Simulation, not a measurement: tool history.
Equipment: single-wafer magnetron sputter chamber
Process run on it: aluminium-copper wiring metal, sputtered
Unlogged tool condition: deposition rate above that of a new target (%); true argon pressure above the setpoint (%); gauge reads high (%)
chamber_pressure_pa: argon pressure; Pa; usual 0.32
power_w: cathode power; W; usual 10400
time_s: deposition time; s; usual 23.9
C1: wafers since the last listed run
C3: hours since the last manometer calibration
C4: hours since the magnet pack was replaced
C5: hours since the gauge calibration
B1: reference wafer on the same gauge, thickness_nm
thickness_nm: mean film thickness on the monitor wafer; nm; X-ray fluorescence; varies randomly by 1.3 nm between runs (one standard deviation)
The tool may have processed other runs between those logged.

Run 1, hour 0: usual settings but chamber_pressure_pa 0.232 Pa, power_w 8400 W; C1 0; wafers on the sputter target 449; C3 532.7; C4 6673.5; C5 297; B1 368.604. Result: thickness_nm 416.178 nm.
At hour 190: sputter target and shields replaced.
Run 2, hour 215.6: usual settings but chamber_pressure_pa 0.232 Pa, power_w 8400 W; C1 3698; wafers on the sputter target 456; C3 748.3; C4 6889.1; C5 512.6; B1 369.218. Result: thickness_nm 418.435 nm.
Run 3, hour 287.1: usual settings but time_s 25.1 s; C1 1273; wafers on the sputter target 1730; C3 819.8; C4 6960.6; C5 584.1; B1 368.878. Result: thickness_nm 466.732 nm.
Run 4, hour 325: usual settings but time_s 25.1 s; C1 675; wafers on the sputter target 2405; C3 857.7; C4 6998.5; C5 622; B1 368.696. Result: thickness_nm 465.235 nm.
At hour 372.4: sputter target and shields replaced.
Run 5, hour 384.3: usual settings but chamber_pressure_pa 0.294 Pa, power_w 11400 W; C1 913; wafers on the sputter target 211; C3 917; C4 7057.8; C5 681.3; B1 369.024. Result: thickness_nm 488.097 nm.
At hour 401.8: gauge calibrated.
Run 6, hour 428.4: usual settings but chamber_pressure_pa 0.294 Pa, power_w 11400 W; C1 785; wafers on the sputter target 997; C3 961.1; C4 7101.9; C5 26.6; B1 368.976. Result: thickness_nm 482.543 nm.
At hour 472.9: magnet pack replaced.
Run 7, hour 477.1: usual settings but chamber_pressure_pa 0.294 Pa, power_w 11400 W; C1 725; wafers on the sputter target 1722; C3 1009.8; C4 4.2; C5 75.3; B1 368.973. Result: thickness_nm 478.398 nm.
Run 8, hour 545.2: usual settings; C1 1213; wafers on the sputter target 2935; C3 1077.9; C4 72.3; C5 143.4; B1 368.827. Result: thickness_nm 439.21 nm.
At hour 565.4: sputter target and shields replaced.
Run 9, hour 574: usual settings but power_w 8200 W, time_s 19.2 s; C1 370; wafers on the sputter target 152; C3 1106.7; C4 101.1; C5 172.2; B1 368.91. Result: thickness_nm 313.507 nm.
Run 10, hour 617: usual settings but chamber_pressure_pa 0.355 Pa, power_w 8900 W; C1 766; wafers on the sputter target 918; C3 1149.7; C4 144.1; C5 215.2; B1 368.703. Result: thickness_nm 396.178 nm.
Run 11, hour 665.3: usual settings but chamber_pressure_pa 0.229 Pa; C1 860; wafers on the sputter target 1779; C3 1198; C4 192.4; C5 263.5; B1 368.942. Result: thickness_nm 472.875 nm.
At hour 695.4: capacitance manometer re-zeroed and calibrated.
Run 12, hour 699.9: usual settings but chamber_pressure_pa 0.381 Pa, power_w 9550 W, time_s 19.6 s; C1 473; wafers on the sputter target 2253; C3 4.5; C4 227; C5 298.1; B1 368.978. Result: thickness_nm 329.182 nm.

Run 13, settings as shown, results not yet in. Your forecast:
At hour 733.3: sputter target and shields replaced.
Run 13, hour 771.6: usual settings; C1 1134; wafers on the sputter target 682; C3 76.2; C4 298.7; C5 369.8; B1 ?. Result: thickness_nm ?.

Run 13 yielded B1 368.955, thickness_nm 448.326 nm.
Were there no unlogged condition in the tool, this run, its random variation unchanged, would have produced thickness_nm 452.617 nm.
